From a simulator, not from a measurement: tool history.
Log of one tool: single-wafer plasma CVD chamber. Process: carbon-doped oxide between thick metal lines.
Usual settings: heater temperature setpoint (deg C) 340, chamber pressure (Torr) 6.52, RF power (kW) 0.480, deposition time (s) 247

| run | hour | heater temperature setpoint (deg C) | chamber pressure (Torr) | RF power (kW) | deposition time (s) | read-back reference wafer on the same gauge, thickness_nm | mean film thickness on the monitor wafer (Å) |
|---|---|---|---|---|---|---|---|
| 1 | 0.0 | 340 | 6.52 | 0.480 | 247 | 1139.928 | 13358.15 |
| 2 | 68.9 | 340 | 6.52 | 0.480 | 247 | 1139.857 | 13328.19 |
| 3 | 105.9 | 340 | 6.52 | 0.480 | 247 | 1139.579 | 13366.67 |
| 4 | 357.7 | 340 | 6.52 | 0.480 | 247 | 1140.058 | 13391.38 |
| 5 | 396.1 | 340 | 6.52 | 0.480 | 247 | 1139.851 | 13421.19 |
| 6 | 475.9 | 340 | 7.77 | 0.480 | 247 | 1140.272 | 13652.37 |
| 7 | 582.8 | 340 | 7.77 | 0.480 | 247 | 1139.776 | 13651.81 |
|  | 605.9 | showerhead replaced |
| 8 | 647.9 | 340 | 6.52 | 0.480 | 247 | 1140.119 | 13456.52 |
|  | 671.1 | capacitance manometer re-zeroed and calibrated |
| 9 | 694.2 | 340 | 6.52 | 0.480 | 247 | 1139.984 | 13462.59 |
| 10 | 780.8 | 340 | 6.52 | 0.480 | 247 | 1140.128 | 13455.59 |
|  | 848.7 | thermocouple changed; heater temperature recalibrated |
| 11 | 862.1 | 331 | 6.52 | 0.480 | 247 | 1140.275 | 13634.15 |
|  | 882.9 | gauge calibrated |
|  | 928.1 | RF generator calibrated |
| 12 | 933.1 | 340 | 5.34 | 0.480 | 247 | 1139.678 | 12813.84 |
| 13 | 995.2 | 347 | 7.08 | 0.480 | 208 | 1139.702 | 11157.01 |
| 14 | 1089.1 | 340 | 6.52 | 0.480 | 209 | 1139.914 | 11321.12 |
| 15 | 1133.8 | 340 | 6.52 | 0.480 | 247 | 1139.999 | 13321.98 |
| 16 | 1200.4 | 333 | 7.50 | 0.425 | 291 | 1140.349 | 15479.50 |
| 17 | 1447.8 | 340 | 5.51 | 0.450 | 247 | 1140.128 | 12662.58 |
| 18 | 1483.9 | 349 | 7.28 | 0.480 | 247 | 1140.013 | 13231.34 |
| 19 | 1558.1 | 340 | 5.28 | 0.560 | 220 | 1140.272 | 12222.58 |
| 20 | 1637.9 | 340 | 8.12 | 0.385 | 247 | 1139.763 | 12496.52 |
| 21 | 1704.5 | 340 | 7.77 | 0.480 | 247 | 1140.392 | 13669.11 |
| 22 | 1752.0 | 340 | 7.73 | 0.510 | 247 | 1140.252 | 13975.22 |
| 23 | 1807.3 | 334 | 5.25 | 0.545 | 215 | 1140.391 | 12078.53 |

Forecast each of these 4 alternatives for the next run:
| A | 1807.8 | 340 | 6.52 | 0.480 | 247 | ? | ? |
| B | 1807.8 | 340 | 8.08 | 0.480 | 280 | ? | ? |
| C | 1807.8 | 326 | 6.52 | 0.440 | 247 | ? | ? |
| D | 1807.8 | 340 | 7.22 | 0.415 | 247 | ? | ? |

| run | read-back reference wafer on the same gauge, thickness_nm | mean film thickness on the monitor wafer (Å) |
|---|---|---|
| A | 1140.261 | 13429.14 |
| B | 1140.261 | 15520.24 |
| C | 1140.261 | 13505.87 |
| D | 1140.261 | 12795.77 |
Without the tool's hidden state the same runs would have given:
| run | mean film thickness on the monitor wafer (Å) |
|---|---|
| A | 13283.62 |
| B | 15352.07 |
| C | 13342.29 |
| D | 12657.12 |
